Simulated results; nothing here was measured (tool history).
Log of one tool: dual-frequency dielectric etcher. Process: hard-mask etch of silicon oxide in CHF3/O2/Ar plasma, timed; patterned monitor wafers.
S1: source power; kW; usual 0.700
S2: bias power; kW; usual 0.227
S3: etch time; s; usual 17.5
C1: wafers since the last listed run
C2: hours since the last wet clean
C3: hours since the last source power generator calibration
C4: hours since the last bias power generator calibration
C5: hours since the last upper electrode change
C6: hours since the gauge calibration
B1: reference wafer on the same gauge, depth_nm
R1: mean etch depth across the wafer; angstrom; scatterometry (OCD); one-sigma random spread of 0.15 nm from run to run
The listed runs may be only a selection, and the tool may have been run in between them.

run 1 day=0.000 | S1=0.700 S2=0.227 S3=17.5 | C1=0 C2=24.0 C3=3459.1 C4=3316.5 C5=4143.9 C6=89.3 | B1=37.61 | R1=384.7
run 2 day=1.342 | S1=0.700 S2=0.227 S3=17.5 | C1=408 C2=56.2 C3=3491.3 C4=3348.7 C5=4176.1 C6=121.5 | B1=37.58 | R1=385.8
run 3 day=2.408 | S1=0.770 S2=0.227 S3=21.0 | C1=324 C2=81.8 C3=3516.9 C4=3374.3 C5=4201.7 C6=147.1 | B1=37.60 | R1=480.0
run 4 day=3.383 | S1=0.770 S2=0.227 S3=21.0 | C1=296 C2=105.2 C3=3540.3 C4=3397.7 C5=4225.1 C6=170.5 | B1=37.62 | R1=471.8
run 5 day=4.683 | S1=0.700 S2=0.227 S3=17.5 | C1=395 C2=136.4 C3=3571.5 C4=3428.9 C5=4256.3 C6=201.7 | B1=37.57 | R1=378.6
run 6 day=5.275 | S1=0.700 S2=0.227 S3=17.5 | C1=180 C2=150.6 C3=3585.7 C4=3443.1 C5=4270.5 C6=215.9 | B1=37.62 | R1=381.1
run 7 day=6.383 | S1=0.700 S2=0.227 S3=17.5 | C1=337 C2=177.2 C3=3612.3 C4=3469.7 C5=4297.1 C6=242.5 | B1=37.59 | R1=379.2
run 8 day=7.754 | S1=0.700 S2=0.201 S3=17.5 | C1=417 C2=210.1 C3=3645.2 C4=3502.6 C5=4330.0 C6=275.4 | B1=37.60 | R1=361.0
run 9 day=8.692 | S1=0.700 S2=0.201 S3=17.5 | C1=285 C2=232.6 C3=3667.7 C4=3525.1 C5=4352.5 C6=297.9 | B1=37.54 | R1=360.8
run 10 day=9.575 | S1=0.700 S2=0.201 S3=17.5 | C1=268 C2=253.8 C3=3688.9 C4=3546.3 C5=4373.7 C6=319.1 | B1=37.64 | R1=362.0
run 11 day=10.212 | S1=0.700 S2=0.227 S3=17.5 | C1=194 C2=269.1 C3=3704.2 C4=3561.6 C5=4389.0 C6=334.4 | B1=37.57 | R1=374.6
run 12 day=11.567 | S1=0.700 S2=0.227 S3=17.5 | C1=412 C2=301.6 C3=3736.7 C4=3594.1 C5=4421.5 C6=366.9 | B1=37.56 | R1=374.1
-- day=11.992 bias power generator calibrated
run 13 day=12.588 | S1=0.650 S2=0.227 S3=17.5 | C1=260 C2=326.1 C3=3761.2 C4=14.3 C5=4446.0 C6=391.4 | B1=37.60 | R1=360.8
run 14 day=13.629 | S1=0.700 S2=0.227 S3=20.0 | C1=317 C2=351.1 C3=3786.2 C4=39.3 C5=4471.0 C6=416.4 | B1=37.59 | R1=426.4
run 15 day=15.054 | S1=0.700 S2=0.227 S3=14.0 | C1=433 C2=385.3 C3=3820.4 C4=73.5 C5=4505.2 C6=450.6 | B1=37.55 | R1=297.5
-- day=15.779 source power generator calibrated
-- day=16.229 gauge calibrated
-- day=16.796 wet clean of the chamber
run 16 day=16.817 | S1=0.560 S2=0.207 S3=21.0 | C1=181 C2=0.5 C3=24.9 C4=115.8 C5=4547.5 C6=14.1 | B1=37.62 | R1=410.4
run 17 day=17.404 | S1=0.700 S2=0.189 S3=17.5 | C1=178 C2=14.6 C3=39.0 C4=129.9 C5=4561.6 C6=28.2 | B1=37.59 | R1=358.4
run 18 day=18.067 | S1=0.590 S2=0.271 S3=17.5 | C1=201 C2=30.5 C3=54.9 C4=145.8 C5=4577.5 C6=44.1 | B1=37.59 | R1=380.3
run 19 day=19.475 | S1=0.700 S2=0.276 S3=12.5 | C1=428 C2=64.3 C3=88.7 C4=179.6 C5=4611.3 C6=77.9 | B1=37.63 | R1=290.6
-- day=21.267 upper electrode replaced, of another model than before
run 20 day=21.288 | S1=0.840 S2=0.206 S3=20.5 | C1=247 C2=107.8 C3=132.2 C4=223.1 C5=0.5 C6=121.4 | B1=37.60 | R1=465.5
run 21 day=21.942 | S1=0.580 S2=0.189 S3=15.5 | C1=199 C2=123.5 C3=147.9 C4=238.8 C5=16.2 C6=137.1 | B1=37.62 | R1=275.9
run 22 day=23.371 | S1=0.700 S2=0.227 S3=17.5 | C1=435 C2=157.8 C3=182.2 C4=273.1 C5=50.5 C6=171.4 | B1=37.58 | R1=375.5
run 23 day=23.875 | S1=0.590 S2=0.227 S3=22.5 | C1=153 C2=169.9 C3=194.3 C4=285.2 C5=62.6 C6=183.5 | B1=37.58 | R1=436.9
run 24 day=28.050 | S1=0.870 S2=0.227 S3=21.5 | C1=1271 C2=270.1 C3=294.5 C4=385.4 C5=162.8 C6=283.7 | B1=37.56 | R1=509.4
run 25 day=28.567 | S1=0.590 S2=0.227 S3=22.5 | C1=157 C2=282.5 C3=306.9 C4=397.8 C5=175.2 C6=296.1 | B1=37.59 | R1=431.0
run 26 day=29.692 | S1=0.700 S2=0.180 S3=22.0 | C1=342 C2=309.5 C3=333.9 C4=424.8 C5=202.2 C6=323.1 | B1=37.62 | R1=414.7

Hidden condition of the tool, last listed run before each entry between runs versus first listed run after:
Logged between run 12 and run 13: bias power generator calibrated (day 11.992)
  etch rate over this chamber's usual, %: -2.57 -> -2.86
  measured result minus the result with no hidden state, R1: -9.9 -> -10.6 angstrom
Logged between run 15 and run 16: source power generator calibrated (day 15.779); gauge calibrated (day 16.229); wet clean of the chamber (day 16.796)
  etch rate over this chamber's usual, %: -3.56 -> -0.185
  measured result minus the result with no hidden state, R1: -10.9 -> -0.7 angstrom
Logged between run 19 and run 20: upper electrode replaced, of another model than before (day 21.267)
  etch rate over this chamber's usual, %: -0.941 -> -1.46
  measured result minus the result with no hidden state, R1: -2.7 -> -6.9 angstrom
